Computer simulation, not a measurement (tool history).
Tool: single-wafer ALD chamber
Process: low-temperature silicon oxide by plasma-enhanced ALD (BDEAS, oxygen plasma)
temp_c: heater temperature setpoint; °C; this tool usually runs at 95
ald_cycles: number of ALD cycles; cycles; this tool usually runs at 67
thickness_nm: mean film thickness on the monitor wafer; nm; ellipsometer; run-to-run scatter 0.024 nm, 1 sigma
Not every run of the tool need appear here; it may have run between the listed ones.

| run | hour | temp_c | ald_cycles | wafers since the last listed run | hours since the last thermocouple change | hours since the gauge calibration | read-back reference wafer on the same gauge, thickness_nm | thickness_nm |
|---|---|---|---|---|---|---|---|---|
| 1 | 0.0 | 95 | 67 | 0 | 1985.1 | 82.7 | 9.299 | 9.789 |
| 2 | 11.3 | 95 | 67 | 46 | 1996.4 | 94.0 | 9.301 | 9.798 |
| 3 | 22.4 | 95 | 67 | 45 | 2007.5 | 105.1 | 9.298 | 9.774 |
| 4 | 35.2 | 102 | 59 | 52 | 2020.3 | 117.9 | 9.297 | 8.457 |
| 5 | 51.4 | 102 | 59 | 66 | 2036.5 | 134.1 | 9.301 | 8.444 |
| 6 | 59.1 | 95 | 67 | 31 | 2044.2 | 141.8 | 9.299 | 9.781 |
| 7 | 68.1 | 95 | 67 | 36 | 2053.2 | 150.8 | 9.302 | 9.825 |
| 8 | 76.0 | 95 | 67 | 32 | 2061.1 | 158.7 | 9.299 | 9.810 |
| 9 | 86.4 | 95 | 67 | 42 | 2071.5 | 169.1 | 9.298 | 9.748 |
| 10 | 96.3 | 95 | 77 | 40 | 2081.4 | 179.0 | 9.300 | 11.230 |
| 11 | 113.3 | 95 | 77 | 69 | 2098.4 | 196.0 | 9.301 | 11.270 |
| 12 | 122.9 | 95 | 71 | 39 | 2108.0 | 205.6 | 9.300 | 10.337 |
| 13 | 136.8 | 95 | 61 | 56 | 2121.9 | 219.5 | 9.301 | 8.880 |
| 14 | 146.3 | 95 | 61 | 38 | 2131.4 | 229.0 | 9.304 | 8.955 |
|  | 170.3 | thermocouple changed; heater temperature recalibrated |
| 15 | 186.8 | 95 | 67 | 132 | 16.5 | 269.5 | 9.303 | 9.773 |
| 16 | 199.9 | 95 | 67 | 53 | 29.6 | 282.6 | 9.305 | 9.787 |
| 17 | 208.6 | 95 | 67 | 35 | 38.3 | 291.3 | 9.296 | 9.770 |
| 18 | 221.7 | 95 | 58 | 53 | 51.4 | 304.4 | 9.300 | 8.498 |
| 19 | 233.1 | 86 | 56 | 46 | 62.8 | 315.8 | 9.301 | 8.413 |
| 20 | 240.6 | 108 | 74 | 30 | 70.3 | 323.3 | 9.298 | 10.535 |
| 21 | 268.0 | 90 | 73 | 112 | 97.7 | 350.7 | 9.301 | 10.860 |
| 22 | 279.4 | 95 | 67 | 46 | 109.1 | 362.1 | 9.301 | 9.778 |
| 23 | 290.4 | 108 | 74 | 44 | 120.1 | 373.1 | 9.298 | 10.528 |
| 24 | 303.0 | 95 | 80 | 51 | 132.7 | 385.7 | 9.301 | 11.707 |
| 25 | 318.3 | 83 | 57 | 62 | 148.0 | 401.0 | 9.303 | 8.689 |
|  | 321.9 | gauge calibrated |
| 26 | 331.6 | 108 | 62 | 54 | 161.3 | 9.7 | 9.298 | 8.803 |
| 27 | 343.9 | 95 | 67 | 50 | 173.6 | 22.0 | 9.297 | 9.746 |
| 28 | 355.9 | 95 | 67 | 49 | 185.6 | 34.0 | 9.297 | 9.768 |
| 29 | 362.5 | 95 | 67 | 26 | 192.2 | 40.6 | 9.302 | 9.805 |
| 30 | 380.0 | 95 | 67 | 71 | 209.7 | 58.1 | 9.302 | 9.833 |
| 31 | 386.9 | 107 | 61 | 28 | 216.6 | 65.0 | 9.297 | 8.650 |
| 32 | 395.0 | 100 | 77 | 33 | 224.7 | 73.1 | 9.302 | 11.084 |
| 33 | 405.7 | 90 | 55 | 43 | 235.4 | 83.8 | 9.302 | 8.161 |
| 34 | 419.1 | 86 | 74 | 54 | 248.8 | 97.2 | 9.301 | 11.121 |

Describe how what the log doesn't record of the tool's condition differs between the last listed run preceding each entry between runs and the first listed run following it.
Runs 14 to 15: thermocouple changed; heater temperature recalibrated (hour 170.3)
  nothing in the hidden state changes from one run to the other
Runs 25 to 26: gauge calibrated (hour 321.9)
  nothing in the hidden state changes from one run to the other
